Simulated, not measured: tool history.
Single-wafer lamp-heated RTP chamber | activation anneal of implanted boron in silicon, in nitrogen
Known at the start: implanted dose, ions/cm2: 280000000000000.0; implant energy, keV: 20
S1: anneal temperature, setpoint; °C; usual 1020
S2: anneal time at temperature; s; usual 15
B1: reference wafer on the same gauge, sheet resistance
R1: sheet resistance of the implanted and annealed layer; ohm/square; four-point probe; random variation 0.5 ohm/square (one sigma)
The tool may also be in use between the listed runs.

{"run": 1, "day": 0.0, "S1": 1028, "S2": 15, "B1": 359.48, "R1": 334.7}
{"run": 2, "day": 0.529, "S1": 1028, "S2": 15, "B1": 359.56, "R1": 333.65}
{"day": 1.458, "done": "pyrometer window cleaned and pyrometer calibrated"}
{"run": 3, "day": 1.542, "S1": 1028, "S2": 15, "B1": 359.54, "R1": 333.97}
{"run": 4, "day": 2.062, "S1": 1020, "S2": 20, "B1": 359.34, "R1": 334.71}
{"run": 5, "day": 3.288, "S1": 1020, "S2": 20, "B1": 359.45, "R1": 334.51}
{"run": 6, "day": 4.746, "S1": 1012, "S2": 18, "B1": 359.32, "R1": 335.32}
{"run": 7, "day": 8.458, "S1": 1012, "S2": 18, "B1": 358.88, "R1": 334.39}
{"run": 8, "day": 8.983, "S1": 1012, "S2": 18, "B1": 359.04, "R1": 334.75}
{"day": 9.867, "done": "pyrometer window cleaned and pyrometer calibrated"}
{"run": 9, "day": 9.888, "S1": 1020, "S2": 15, "B1": 359, "R1": 333.95}
{"run": 10, "day": 10.783, "S1": 1020, "S2": 15, "B1": 358.89, "R1": 333.55}
{"run": 11, "day": 11.4, "S1": 1020, "S2": 15, "B1": 358.57, "R1": 333.44}
{"run": 12, "day": 12.354, "S1": 1020, "S2": 15, "B1": 358.52, "R1": 334.41}
{"run": 13, "day": 12.942, "S1": 1020, "S2": 15, "B1": 358.4, "R1": 333.36}
{"run": 14, "day": 13.45, "S1": 1020, "S2": 15, "B1": 358.56, "R1": 334.06}
{"run": 15, "day": 14.95, "S1": 1020, "S2": 15, "B1": 358.38, "R1": 333.78}
{"run": 16, "day": 15.654, "S1": 1049, "S2": 18, "B1": 358.11, "R1": 330.35}
{"day": 16.096, "done": "reflector plate cleaned"}
{"run": 17, "day": 16.171, "S1": 1002, "S2": 18, "B1": 358.07, "R1": 336.15}
{"run": 18, "day": 16.867, "S1": 1020, "S2": 15, "B1": 358.11, "R1": 333.32}
{"day": 17.608, "done": "pyrometer window cleaned and pyrometer calibrated"}
{"run": 19, "day": 17.7, "S1": 1020, "S2": 15, "B1": 357.94, "R1": 333.1}
{"run": 20, "day": 19.1, "S1": 1020, "S2": 15, "B1": 357.6, "R1": 332.72}
{"run": 21, "day": 20.221, "S1": 1010, "S2": 20, "B1": 357.51, "R1": 333.37}
{"run": 22, "day": 20.829, "S1": 1001, "S2": 22, "B1": 357.22, "R1": 335.74}
{"run": 23, "day": 21.688, "S1": 1012, "S2": 21, "B1": 357.28, "R1": 332.62}
{"run": 24, "day": 22.246, "S1": 1020, "S2": 15, "B1": 357.06, "R1": 332.73}
{"run": 25, "day": 23.375, "S1": 1040, "S2": 21, "B1": 356.84, "R1": 330.48}
{"day": 23.383, "done": "gauge calibrated"}
{"run": 26, "day": 23.988, "S1": 1002, "S2": 23, "B1": 358.62, "R1": 337.29}
{"run": 27, "day": 25.412, "S1": 1020, "S2": 15, "B1": 358.94, "R1": 334.74}
{"day": 26.725, "done": "pyrometer window cleaned and pyrometer calibrated"}
{"run": 28, "day": 26.746, "S1": 1005, "S2": 22, "B1": 358.71, "R1": 335.76}
{"run": 29, "day": 27.733, "S1": 1004, "S2": 9, "B1": 358.76, "R1": 339.1}
{"run": 30, "day": 28.529, "S1": 1020, "S2": 15, "B1": 358.86, "R1": 333.98}
{"run": 31, "day": 29.538, "S1": 1006, "S2": 21, "B1": 358.7, "R1": 335.51}
{"run": 32, "day": 30.896, "S1": 1020, "S2": 15, "B1": 358.67, "R1": 333.55}
{"run": 33, "day": 32.146, "S1": 1044, "S2": 6, "B1": 358.37, "R1": 333.47}
{"run": 34, "day": 32.983, "S1": 1020, "S2": 15, "B1": 358.39, "R1": 333.6}
{"run": 35, "day": 34.375, "S1": 1011, "S2": 15, "B1": 358.48, "R1": 335}
{"day": 34.958, "done": "pyrometer window cleaned and pyrometer calibrated"}
{"run": 36, "day": 38.217, "S1": 1045, "S2": 15, "B1": 357.79, "R1": 332.11}

The same runs without the tool's hidden state, with the same run-to-run variation:
The hidden state here: true wafer temperature minus pyrometer reading, K; wafer temperature error from the tarnished reflector plate, K; gauge reads high (%).
run=1 R1=334.23
run=2 R1=333.2
run=3 R1=333.55
run=4 R1=334.31
run=5 R1=334.17
run=6 R1=335.06
run=7 R1=334.4
run=8 R1=334.8
run=9 R1=334.09
run=10 R1=333.77
run=11 R1=333.73
run=12 R1=334.79
run=13 R1=333.81
run=14 R1=334.57
run=15 R1=334.47
run=16 R1=331.12
run=17 R1=337.01
run=18 R1=334.26
run=19 R1=334.16
run=20 R1=333.99
run=21 R1=334.82
run=22 R1=337.3
run=23 R1=334.32
run=24 R1=334.52
run=25 R1=332.46
run=26 R1=337.45
run=27 R1=334.91
run=28 R1=335.96
run=29 R1=339.33
run=30 R1=334.23
run=31 R1=335.79
run=32 R1=333.9
run=33 R1=333.88
run=34 R1=334.06
run=35 R1=335.56
run=36 R1=333
